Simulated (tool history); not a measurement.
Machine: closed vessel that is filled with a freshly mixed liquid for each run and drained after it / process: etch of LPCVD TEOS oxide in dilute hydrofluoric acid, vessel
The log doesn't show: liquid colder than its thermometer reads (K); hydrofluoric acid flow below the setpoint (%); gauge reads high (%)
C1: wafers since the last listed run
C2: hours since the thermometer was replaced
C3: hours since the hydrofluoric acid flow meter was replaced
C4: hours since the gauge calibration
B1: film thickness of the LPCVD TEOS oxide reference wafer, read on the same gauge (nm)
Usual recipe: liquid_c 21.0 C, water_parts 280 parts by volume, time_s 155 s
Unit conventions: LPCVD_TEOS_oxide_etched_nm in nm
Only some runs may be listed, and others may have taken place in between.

Run 1, hour 0.0: usual settings but liquid_c 23.5 C, water_parts 380 parts by volume; C1 0; C2 492.2; C3 2196.9; C4 189.4; B1 120.00. Result: LPCVD_TEOS_oxide_etched_nm 5.24 nm.
Run 2, hour 7.0: usual settings; C1 772; C2 499.2; C3 2203.9; C4 196.4; B1 120.01. Result: LPCVD_TEOS_oxide_etched_nm 7.16 nm.
Run 3, hour 13.2: usual settings; C1 683; C2 505.4; C3 2210.1; C4 202.6; B1 119.99. Result: LPCVD_TEOS_oxide_etched_nm 7.15 nm.
Run 4, hour 24.9: usual settings but liquid_c 17.0 C; C1 1290; C2 517.1; C3 2221.8; C4 214.3; B1 119.99. Result: LPCVD_TEOS_oxide_etched_nm 6.20 nm.
Run 5, hour 33.9: usual settings; C1 992; C2 526.1; C3 2230.8; C4 223.3; B1 120.02. Result: LPCVD_TEOS_oxide_etched_nm 7.18 nm.
Run 6, hour 42.6: usual settings; C1 959; C2 534.8; C3 2239.5; C4 232.0; B1 119.98. Result: LPCVD_TEOS_oxide_etched_nm 7.18 nm.
Run 7, hour 56.8: usual settings; C1 1566; C2 549.0; C3 2253.7; C4 246.2; B1 120.01. Result: LPCVD_TEOS_oxide_etched_nm 7.17 nm.
Run 8, hour 73.1: usual settings; C1 1797; C2 565.3; C3 2270.0; C4 262.5; B1 120.04. Result: LPCVD_TEOS_oxide_etched_nm 7.13 nm.
Run 9, hour 88.8: usual settings; C1 1731; C2 581.0; C3 2285.7; C4 278.2; B1 119.94. Result: LPCVD_TEOS_oxide_etched_nm 7.12 nm.
Run 10, hour 97.5: usual settings; C1 959; C2 589.7; C3 2294.4; C4 286.9; B1 119.97. Result: LPCVD_TEOS_oxide_etched_nm 7.15 nm.
At hour 98.9: thermometer replaced.
At hour 104.1: gauge calibrated.
Run 11, hour 113.9: usual settings; C1 1698; C2 15.0; C3 2310.8; C4 9.8; B1 120.03. Result: LPCVD_TEOS_oxide_etched_nm 7.13 nm.
Run 12, hour 124.6: usual settings; C1 1180; C2 25.7; C3 2321.5; C4 20.5; B1 120.00. Result: LPCVD_TEOS_oxide_etched_nm 7.13 nm.
Run 13, hour 138.5: usual settings; C1 1533; C2 39.6; C3 2335.4; C4 34.4; B1 120.00. Result: LPCVD_TEOS_oxide_etched_nm 7.08 nm.
Run 14, hour 152.8: usual settings; C1 1577; C2 53.9; C3 2349.7; C4 48.7; B1 119.99. Result: LPCVD_TEOS_oxide_etched_nm 7.08 nm.
Run 15, hour 162.0: usual settings but water_parts 370 parts by volume; C1 1014; C2 63.1; C3 2358.9; C4 57.9; B1 120.00. Result: LPCVD_TEOS_oxide_etched_nm 4.90 nm.
Run 16, hour 175.0: usual settings but time_s 235 s; C1 1433; C2 76.1; C3 2371.9; C4 70.9; B1 119.99. Result: LPCVD_TEOS_oxide_etched_nm 10.77 nm.
Run 17, hour 192.4: usual settings but water_parts 370 parts by volume; C1 1919; C2 93.5; C3 2389.3; C4 88.3; B1 119.98. Result: LPCVD_TEOS_oxide_etched_nm 4.90 nm.
At hour 207.4: hydrofluoric acid flow meter replaced.
Run 18, hour 208.4: usual settings but water_parts 390 parts by volume, time_s 125 s; C1 1654; C2 109.5; C3 1.0; C4 104.3; B1 120.02. Result: LPCVD_TEOS_oxide_etched_nm 4.40 nm.
Run 19, hour 226.0: usual settings but liquid_c 24.0 C, water_parts 360 parts by volume, time_s 105 s; C1 1941; C2 127.1; C3 18.6; C4 121.9; B1 120.02. Result: LPCVD_TEOS_oxide_etched_nm 4.57 nm.
Run 20, hour 239.4: usual settings but water_parts 230 parts by volume, time_s 65 s; C1 1478; C2 140.5; C3 32.0; C4 135.3; B1 120.01. Result: LPCVD_TEOS_oxide_etched_nm 4.49 nm.
Run 21, hour 256.3: usual settings; C1 1864; C2 157.4; C3 48.9; C4 152.2; B1 120.01. Result: LPCVD_TEOS_oxide_etched_nm 8.39 nm.
Run 22, hour 262.7: usual settings but time_s 235 s; C1 705; C2 163.8; C3 55.3; C4 158.6; B1 119.98. Result: LPCVD_TEOS_oxide_etched_nm 12.65 nm.
Run 23, hour 280.6: usual settings but liquid_c 17.0 C, water_parts 325 parts by volume, time_s 195 s; C1 1974; C2 181.7; C3 73.2; C4 176.5; B1 119.98. Result: LPCVD_TEOS_oxide_etched_nm 7.55 nm.
Run 24, hour 295.9: usual settings but liquid_c 19.0 C, water_parts 385 parts by volume, time_s 225 s; C1 1687; C2 197.0; C3 88.5; C4 191.8; B1 120.01. Result: LPCVD_TEOS_oxide_etched_nm 7.48 nm.
Run 25, hour 311.1: usual settings but liquid_c 17.0 C, water_parts 245 parts by volume; C1 1676; C2 212.2; C3 103.7; C4 207.0; B1 119.99. Result: LPCVD_TEOS_oxide_etched_nm 8.46 nm.
Run 26, hour 324.6: usual settings but liquid_c 17.0 C, water_parts 415 parts by volume; C1 1489; C2 225.7; C3 117.2; C4 220.5; B1 120.01. Result: LPCVD_TEOS_oxide_etched_nm 4.37 nm.
Run 27, hour 341.3: usual settings but liquid_c 19.5 C, water_parts 195 parts by volume, time_s 70 s; C1 1842; C2 242.4; C3 133.9; C4 237.2; B1 120.00. Result: LPCVD_TEOS_oxide_etched_nm 5.56 nm.
Run 28, hour 359.2: usual settings; C1 1974; C2 260.3; C3 151.8; C4 255.1; B1 120.02. Result: LPCVD_TEOS_oxide_etched_nm 8.35 nm.
Run 29, hour 372.2: usual settings but liquid_c 17.0 C, water_parts 360 parts by volume, time_s 70 s; C1 1433; C2 273.3; C3 164.8; C4 268.1; B1 119.97. Result: LPCVD_TEOS_oxide_etched_nm 2.35 nm.
Run 30, hour 388.3: usual settings but water_parts 410 parts by volume, time_s 120 s; C1 1775; C2 289.4; C3 180.9; C4 284.2; B1 120.00. Result: LPCVD_TEOS_oxide_etched_nm 3.93 nm.
Run 31, hour 403.9: usual settings; C1 1720; C2 305.0; C3 196.5; C4 299.8; B1 120.00. Result: LPCVD_TEOS_oxide_etched_nm 8.28 nm.
Run 32, hour 417.8: usual settings; C1 1533; C2 318.9; C3 210.4; C4 313.7; B1 120.00. Result: LPCVD_TEOS_oxide_etched_nm 8.33 nm.
Run 33, hour 430.4: usual settings but water_parts 370 parts by volume; C1 1389; C2 331.5; C3 223.0; C4 326.3; B1 120.02. Result: LPCVD_TEOS_oxide_etched_nm 5.84 nm.
At hour 432.7: gauge calibrated.
Run 34, hour 436.6: usual settings but liquid_c 22.5 C, water_parts 200 parts by volume, time_s 245 s; C1 683; C2 337.7; C3 229.2; C4 3.9; B1 120.01. Result: LPCVD_TEOS_oxide_etched_nm 21.02 nm.

Hidden state or all else? Some run-to-run changes of LPCVD_TEOS_oxide_etched_nm, split into what the settings, what came in and random variation would give without the hidden state, and what is left for the hidden state (with any gauge scatter that isn't in both results):
Run 15 -> 16: water_parts 370 -> 280, time_s 155 -> 235. LPCVD_TEOS_oxide_etched_nm +5.87 nm: hidden state -1.13, all else +7.00.
Run 16 -> 17: water_parts 280 -> 370, time_s 235 -> 155. LPCVD_TEOS_oxide_etched_nm -5.87 nm: hidden state +1.11, all else -6.98.
Run 17 -> 18: water_parts 370 -> 390, time_s 155 -> 125, hydrofluoric acid flow meter replaced. LPCVD_TEOS_oxide_etched_nm -0.50 nm: hidden state +0.99, all else -1.49.
Run 28 -> 29: liquid_c 21.0 -> 17.0, water_parts 280 -> 360, time_s 155 -> 70. LPCVD_TEOS_oxide_etched_nm -6.00 nm: hidden state +0.11, all else -6.11.
Run 33 -> 34: liquid_c 21.0 -> 22.5, water_parts 370 -> 200, time_s 155 -> 245, gauge calibrated. LPCVD_TEOS_oxide_etched_nm +15.18 nm: hidden state -0.34, all else +15.52.

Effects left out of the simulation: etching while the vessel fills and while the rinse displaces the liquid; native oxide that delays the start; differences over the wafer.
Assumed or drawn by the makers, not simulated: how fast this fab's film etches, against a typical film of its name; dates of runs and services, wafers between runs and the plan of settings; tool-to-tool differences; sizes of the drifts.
